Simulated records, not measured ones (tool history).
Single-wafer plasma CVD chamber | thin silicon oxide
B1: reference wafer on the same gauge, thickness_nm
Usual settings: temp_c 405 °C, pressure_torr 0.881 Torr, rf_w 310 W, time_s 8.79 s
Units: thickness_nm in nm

{"run": 1, "hour": 0.0, "temp_c": 405, "pressure_torr": 0.881, "rf_w": 310, "time_s": 8.79, "B1": 16.003, "thickness_nm": 16.527}
{"run": 2, "hour": 13.7, "temp_c": 405, "pressure_torr": 0.881, "rf_w": 310, "time_s": 8.79, "B1": 16.003, "thickness_nm": 16.574}
{"run": 3, "hour": 32.9, "temp_c": 405, "pressure_torr": 0.881, "rf_w": 310, "time_s": 8.79, "B1": 15.999, "thickness_nm": 16.601}
{"run": 4, "hour": 53.1, "temp_c": 405, "pressure_torr": 0.881, "rf_w": 310, "time_s": 8.79, "B1": 15.985, "thickness_nm": 16.516}
{"run": 5, "hour": 78.9, "temp_c": 405, "pressure_torr": 0.881, "rf_w": 310, "time_s": 8.79, "B1": 15.998, "thickness_nm": 16.48}
{"run": 6, "hour": 93.2, "temp_c": 414, "pressure_torr": 0.794, "rf_w": 310, "time_s": 8.79, "B1": 15.997, "thickness_nm": 14.573}
{"run": 7, "hour": 119.8, "temp_c": 405, "pressure_torr": 0.728, "rf_w": 310, "time_s": 8.79, "B1": 16.018, "thickness_nm": 13.152}
{"run": 8, "hour": 132.9, "temp_c": 405, "pressure_torr": 0.998, "rf_w": 260, "time_s": 8.79, "B1": 16.025, "thickness_nm": 17.607}
{"run": 9, "hour": 161.5, "temp_c": 405, "pressure_torr": 0.881, "rf_w": 310, "time_s": 8.79, "B1": 16.005, "thickness_nm": 16.444}
{"run": 10, "hour": 183.2, "temp_c": 405, "pressure_torr": 0.881, "rf_w": 310, "time_s": 8.79, "B1": 15.997, "thickness_nm": 16.469}
{"run": 11, "hour": 197.5, "temp_c": 417, "pressure_torr": 0.881, "rf_w": 310, "time_s": 8.79, "B1": 15.996, "thickness_nm": 16.325}
{"run": 12, "hour": 215.1, "temp_c": 405, "pressure_torr": 0.971, "rf_w": 355, "time_s": 8.79, "B1": 15.993, "thickness_nm": 18.681}
{"run": 13, "hour": 231.7, "temp_c": 396, "pressure_torr": 0.881, "rf_w": 355, "time_s": 8.79, "B1": 16.018, "thickness_nm": 17.049}
{"run": 14, "hour": 262.2, "temp_c": 405, "pressure_torr": 1.032, "rf_w": 330, "time_s": 8.79, "B1": 16.012, "thickness_nm": 19.334}
{"run": 15, "hour": 294.0, "temp_c": 405, "pressure_torr": 0.952, "rf_w": 310, "time_s": 8.79, "B1": 15.982, "thickness_nm": 18.79}
{"run": 16, "hour": 305.8, "temp_c": 405, "pressure_torr": 0.881, "rf_w": 310, "time_s": 9.47, "B1": 15.996, "thickness_nm": 18.68}
{"run": 17, "hour": 341.5, "temp_c": 405, "pressure_torr": 1.045, "rf_w": 275, "time_s": 7.46, "B1": 15.992, "thickness_nm": 16.421}
{"run": 18, "hour": 375.6, "temp_c": 405, "pressure_torr": 0.954, "rf_w": 310, "time_s": 8.79, "B1": 16.006, "thickness_nm": 19.123}
{"run": 19, "hour": 411.1, "temp_c": 412, "pressure_torr": 0.703, "rf_w": 370, "time_s": 10.3, "B1": 16.006, "thickness_nm": 16.901}
{"run": 20, "hour": 428.8, "temp_c": 405, "pressure_torr": 0.881, "rf_w": 310, "time_s": 8.79, "B1": 16.012, "thickness_nm": 17.661}
{"run": 21, "hour": 454.9, "temp_c": 395, "pressure_torr": 0.881, "rf_w": 310, "time_s": 9.28, "B1": 15.983, "thickness_nm": 18.757}
{"run": 22, "hour": 479.2, "temp_c": 405, "pressure_torr": 0.881, "rf_w": 310, "time_s": 8.79, "B1": 15.998, "thickness_nm": 17.616}
{"run": 23, "hour": 507.1, "temp_c": 412, "pressure_torr": 0.881, "rf_w": 310, "time_s": 9.99, "B1": 16.023, "thickness_nm": 19.889}
{"run": 24, "hour": 537.1, "temp_c": 405, "pressure_torr": 0.675, "rf_w": 310, "time_s": 9.74, "B1": 15.996, "thickness_nm": 14.374}
{"run": 25, "hour": 559.0, "temp_c": 396, "pressure_torr": 0.881, "rf_w": 355, "time_s": 8.79, "B1": 16.006, "thickness_nm": 18.235}
{"run": 26, "hour": 575.4, "temp_c": 405, "pressure_torr": 1.025, "rf_w": 265, "time_s": 8.79, "B1": 15.984, "thickness_nm": 19.134}
{"run": 27, "hour": 610.5, "temp_c": 412, "pressure_torr": 0.703, "rf_w": 370, "time_s": 10.3, "B1": 15.997, "thickness_nm": 16.486}
{"run": 28, "hour": 636.8, "temp_c": 396, "pressure_torr": 0.799, "rf_w": 260, "time_s": 10.54, "B1": 15.993, "thickness_nm": 18.023}
{"run": 29, "hour": 664.5, "temp_c": 396, "pressure_torr": 1.052, "rf_w": 310, "time_s": 8.79, "B1": 15.988, "thickness_nm": 20.353}

Not shown: 5 entries that the log had between the listed runs. Between which runs, and how does the tool's hidden state differ before and after?
Between runs 8 and 9: showerhead replaced (hour 145.7)
  delivered RF power above the setpoint (%): -8.68 -> -8.73; true pressure above the setpoint (%): -6.06 -> -6.16
  measured less the result without the state, thickness_nm: -1.485 -> -1.519 nm
Between runs 10 and 11: gauge calibrated (hour 189.8)
  delivered RF power above the setpoint (%): -8.77 -> -8.79; true pressure above the setpoint (%): -6.23 -> -6.28
  measured less the result without the state, thickness_nm: -1.539 -> -1.537 nm
Between runs 14 and 15: capacitance manometer re-zeroed and calibrated (hour 293.5)
  delivered RF power above the setpoint (%): -8.89 -> -8.93; true pressure above the setpoint (%): -6.5 -> -0.431
  measured less the result without the state, thickness_nm: -1.541 -> -0.579 nm
Between runs 17 and 18: RF generator calibrated (hour 365.7)
  delivered RF power above the setpoint (%): -8.98 -> -0.473; true pressure above the setpoint (%): -0.594 -> -0.71
  measured less the result without the state, thickness_nm: -0.535 -> -0.158 nm
Between runs 19 and 20: thermocouple changed; heater temperature recalibrated (hour 428.3)
  delivered RF power above the setpoint (%): -1.05 -> -1.32; true pressure above the setpoint (%): -0.832 -> -0.893
  measured less the result without the state, thickness_nm: -0.225 -> -0.219 nm
